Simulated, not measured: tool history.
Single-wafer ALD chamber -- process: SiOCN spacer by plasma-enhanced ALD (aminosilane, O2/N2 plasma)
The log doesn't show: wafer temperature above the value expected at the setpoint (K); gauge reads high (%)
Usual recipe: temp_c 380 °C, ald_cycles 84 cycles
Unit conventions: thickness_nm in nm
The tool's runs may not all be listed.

run   hour  temp_c  ald_cycles  wafers since the last listed run  hours since the last thermocouple change  hours since the gauge calibration  read-back reference wafer on the same gauge, thickness_nm  thickness_nm
  1      0     380          94                                 0                                    1467.6                              505.4                                                      4.138         5.619
  2   30.5     380          94                                93                                    1498.1                              535.9                                                      4.138         5.625
  3   57.5     380          94                                82                                    1525.1                              562.9                                                      4.137         5.657
  4   75.4     380          71                                54                                      1543                              580.8                                                       4.14         4.246
  5    102     380          71                                81                                    1569.6                              607.4                                                      4.135          4.25
  6  157.9     380          71                               170                                    1625.5                              663.3                                                      4.134         4.253
  7  188.7     380          73                                94                                    1656.3                              694.1                                                       4.13         4.373
  8  275.3     380          84                               264                                    1742.9                              780.7                                                      4.129         5.036
  9  307.8     380          72                                99                                    1775.4                              813.2                                                      4.129         4.282
 10  332.5     380          72                                75                                    1800.1                              837.9                                                      4.126         4.299
 11  345.9     380          72                                40                                    1813.5                              851.3                                                      4.126         4.297
     362.2  -- gauge calibrated
 12  441.5     380          84                               292                                    1909.1                               79.3                                                      4.223          5.14
 13  472.5     380          84                                94                                    1940.1                              110.3                                                      4.214         5.102

What will run 14 give?
 14  502.7     391          78                                92                                    1970.3                              140.5                                                          ?             ?

For run 14 the tool returned read-back reference wafer on the same gauge, thickness_nm 4.205, thickness_nm 4.747 nm.
With no hidden state in the tool, this same run would have given thickness_nm 4.81 nm.

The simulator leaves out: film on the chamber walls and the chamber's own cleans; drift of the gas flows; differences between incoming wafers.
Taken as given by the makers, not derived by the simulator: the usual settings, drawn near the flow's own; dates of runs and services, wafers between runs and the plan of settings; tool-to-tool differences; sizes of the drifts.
